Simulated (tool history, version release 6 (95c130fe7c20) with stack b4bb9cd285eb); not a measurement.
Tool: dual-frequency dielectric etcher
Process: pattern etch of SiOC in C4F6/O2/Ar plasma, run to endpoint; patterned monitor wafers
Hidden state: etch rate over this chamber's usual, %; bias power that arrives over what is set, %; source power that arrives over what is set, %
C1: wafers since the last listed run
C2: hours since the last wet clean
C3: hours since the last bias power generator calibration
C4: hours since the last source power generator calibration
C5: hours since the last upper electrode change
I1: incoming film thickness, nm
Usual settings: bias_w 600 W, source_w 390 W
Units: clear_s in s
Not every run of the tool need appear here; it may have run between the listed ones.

{"run": 1, "day": 0.0, "bias_w": 663, "source_w": 390, "C1": 0, "C2": 23.6, "C3": 3530, "C4": 4620.6, "C5": 6035.4, "I1": 26.34, "clear_s": 7.2}
{"run": 2, "day": 1.004, "bias_w": 600, "source_w": 360, "C1": 253, "C2": 47.7, "C3": 3554.1, "C4": 4644.7, "C5": 6059.5, "I1": 26.66, "clear_s": 8}
{"run": 3, "day": 2.429, "bias_w": 600, "source_w": 390, "C1": 359, "C2": 81.9, "C3": 3588.3, "C4": 4678.9, "C5": 6093.7, "I1": 26.48, "clear_s": 7.7}
{"run": 4, "day": 3.908, "bias_w": 600, "source_w": 390, "C1": 373, "C2": 117.4, "C3": 3623.8, "C4": 4714.4, "C5": 6129.2, "I1": 26.6, "clear_s": 7.7}
{"run": 5, "day": 4.754, "bias_w": 600, "source_w": 390, "C1": 213, "C2": 137.7, "C3": 3644.1, "C4": 4734.7, "C5": 6149.5, "I1": 26.66, "clear_s": 7.7}
{"run": 6, "day": 5.983, "bias_w": 600, "source_w": 390, "C1": 310, "C2": 167.2, "C3": 3673.6, "C4": 4764.2, "C5": 6179, "I1": 26.64, "clear_s": 7.7}
{"run": 7, "day": 7.3, "bias_w": 600, "source_w": 390, "C1": 332, "C2": 198.8, "C3": 3705.2, "C4": 4795.8, "C5": 6210.6, "I1": 26.39, "clear_s": 7.6}
{"run": 8, "day": 8.742, "bias_w": 600, "source_w": 390, "C1": 363, "C2": 233.4, "C3": 3739.8, "C4": 4830.4, "C5": 6245.2, "I1": 26.43, "clear_s": 7.6}
{"day": 9.4, "done": "source power generator calibrated"}
{"run": 9, "day": 9.958, "bias_w": 600, "source_w": 390, "C1": 265, "C2": 262.6, "C3": 3769, "C4": 13.4, "C5": 6274.4, "I1": 26.48, "clear_s": 7.6}
{"run": 10, "day": 11.404, "bias_w": 517, "source_w": 390, "C1": 364, "C2": 297.3, "C3": 3803.7, "C4": 48.1, "C5": 6309.1, "I1": 26.57, "clear_s": 8.3}
{"run": 11, "day": 11.921, "bias_w": 600, "source_w": 390, "C1": 130, "C2": 309.7, "C3": 3816.1, "C4": 60.5, "C5": 6321.5, "I1": 26.42, "clear_s": 7.6}
{"run": 12, "day": 13.158, "bias_w": 644, "source_w": 420, "C1": 312, "C2": 339.4, "C3": 3845.8, "C4": 90.2, "C5": 6351.2, "I1": 26.75, "clear_s": 7.1}
{"run": 13, "day": 13.879, "bias_w": 526, "source_w": 390, "C1": 181, "C2": 356.7, "C3": 3863.1, "C4": 107.5, "C5": 6368.5, "I1": 26.47, "clear_s": 8.2}
{"run": 14, "day": 15.2, "bias_w": 552, "source_w": 390, "C1": 333, "C2": 388.4, "C3": 3894.8, "C4": 139.2, "C5": 6400.2, "I1": 26.6, "clear_s": 7.9}
{"run": 15, "day": 15.838, "bias_w": 722, "source_w": 440, "C1": 160, "C2": 403.7, "C3": 3910.1, "C4": 154.5, "C5": 6415.5, "I1": 26.39, "clear_s": 6.4}
{"day": 16.929, "done": "upper electrode replaced"}
{"run": 16, "day": 16.95, "bias_w": 600, "source_w": 390, "C1": 28, "C2": 430.4, "C3": 3936.8, "C4": 181.2, "C5": 0.5, "I1": 26.37, "clear_s": 7.5}
{"run": 17, "day": 18.029, "bias_w": 600, "source_w": 390, "C1": 272, "C2": 456.3, "C3": 3962.7, "C4": 207.1, "C5": 26.4, "I1": 26.25, "clear_s": 7.4}
{"day": 19.971, "done": "wet clean of the chamber"}
{"run": 18, "day": 19.992, "bias_w": 600, "source_w": 390, "C1": 242, "C2": 0.5, "C3": 4009.8, "C4": 254.2, "C5": 73.5, "I1": 26.62, "clear_s": 7.8}
{"run": 19, "day": 20.729, "bias_w": 526, "source_w": 390, "C1": 186, "C2": 18.2, "C3": 4027.5, "C4": 271.9, "C5": 91.2, "I1": 26.22, "clear_s": 8.4}
{"run": 20, "day": 21.662, "bias_w": 739, "source_w": 490, "C1": 235, "C2": 40.6, "C3": 4049.9, "C4": 294.3, "C5": 113.6, "I1": 26.21, "clear_s": 6.2}
{"run": 21, "day": 23.125, "bias_w": 600, "source_w": 390, "C1": 369, "C2": 75.7, "C3": 4085, "C4": 329.4, "C5": 148.7, "I1": 26.37, "clear_s": 7.7}
{"run": 22, "day": 24.079, "bias_w": 653, "source_w": 480, "C1": 240, "C2": 98.6, "C3": 4107.9, "C4": 352.3, "C5": 171.6, "I1": 26.55, "clear_s": 6.8}
{"run": 23, "day": 24.742, "bias_w": 717, "source_w": 390, "C1": 167, "C2": 114.5, "C3": 4123.8, "C4": 368.2, "C5": 187.5, "I1": 26.41, "clear_s": 6.9}
{"run": 24, "day": 25.842, "bias_w": 712, "source_w": 390, "C1": 277, "C2": 140.9, "C3": 4150.2, "C4": 394.6, "C5": 213.9, "I1": 26.54, "clear_s": 7}
{"run": 25, "day": 27.208, "bias_w": 600, "source_w": 350, "C1": 344, "C2": 173.7, "C3": 4183, "C4": 427.4, "C5": 246.7, "I1": 26.43, "clear_s": 8}
{"run": 26, "day": 28.654, "bias_w": 600, "source_w": 390, "C1": 364, "C2": 208.4, "C3": 4217.7, "C4": 462.1, "C5": 281.4, "I1": 26.62, "clear_s": 7.7}
{"day": 30.796, "done": "bias power generator calibrated"}
{"run": 27, "day": 31.692, "bias_w": 664, "source_w": 390, "C1": 724, "C2": 281.3, "C3": 21.5, "C4": 535, "C5": 354.3, "I1": 26.73, "clear_s": 7.2}
{"run": 28, "day": 36.046, "bias_w": 526, "source_w": 390, "C1": 1099, "C2": 385.8, "C3": 126, "C4": 639.5, "C5": 458.8, "I1": 26.66, "clear_s": 8.3}
{"run": 29, "day": 37.092, "bias_w": 600, "source_w": 290, "C1": 264, "C2": 410.9, "C3": 151.1, "C4": 664.6, "C5": 483.9, "I1": 26.59, "clear_s": 8.5}
{"day": 38.917, "done": "wet clean of the chamber"}
{"run": 30, "day": 38.938, "bias_w": 666, "source_w": 310, "C1": 213, "C2": 0.5, "C3": 195.4, "C4": 708.9, "C5": 528.2, "I1": 26.51, "clear_s": 8}
{"run": 31, "day": 39.1, "bias_w": 533, "source_w": 460, "C1": 41, "C2": 4.4, "C3": 199.3, "C4": 712.8, "C5": 532.1, "I1": 26.3, "clear_s": 7.8}
{"run": 32, "day": 39.904, "bias_w": 600, "source_w": 390, "C1": 202, "C2": 23.7, "C3": 218.6, "C4": 732.1, "C5": 551.4, "I1": 26.49, "clear_s": 7.8}
{"run": 33, "day": 41.342, "bias_w": 531, "source_w": 430, "C1": 362, "C2": 58.2, "C3": 253.1, "C4": 766.6, "C5": 585.9, "I1": 26.34, "clear_s": 8}
{"run": 34, "day": 41.85, "bias_w": 533, "source_w": 430, "C1": 128, "C2": 70.4, "C3": 265.3, "C4": 778.8, "C5": 598.1, "I1": 26.67, "clear_s": 8.1}

For each run, what was the tool's unlogged condition?
bias power that arrives over what is set, %: 0 at every run
source power that arrives over what is set, %: 0 at every run
H1: etch rate over this chamber's usual, %
run=1 H1=0.746
run=2 H1=0.932
run=3 H1=1.2
run=4 H1=1.47
run=5 H1=1.63
run=6 H1=1.85
run=7 H1=2.1
run=8 H1=2.36
run=9 H1=2.59
run=10 H1=2.86
run=11 H1=2.95
run=12 H1=3.18
run=13 H1=3.31
run=14 H1=3.56
run=15 H1=3.68
run=16 H1=3.88
run=17 H1=4.08
run=18 H1=-0.133
run=19 H1=0.00336
run=20 H1=0.176
run=21 H1=0.446
run=22 H1=0.623
run=23 H1=0.746
run=24 H1=0.949
run=25 H1=1.2
run=26 H1=1.47
run=27 H1=2.03
run=28 H1=2.84
run=29 H1=3.03
run=30 H1=-0.365
run=31 H1=-0.335
run=32 H1=-0.186
run=33 H1=0.0798
run=34 H1=0.174
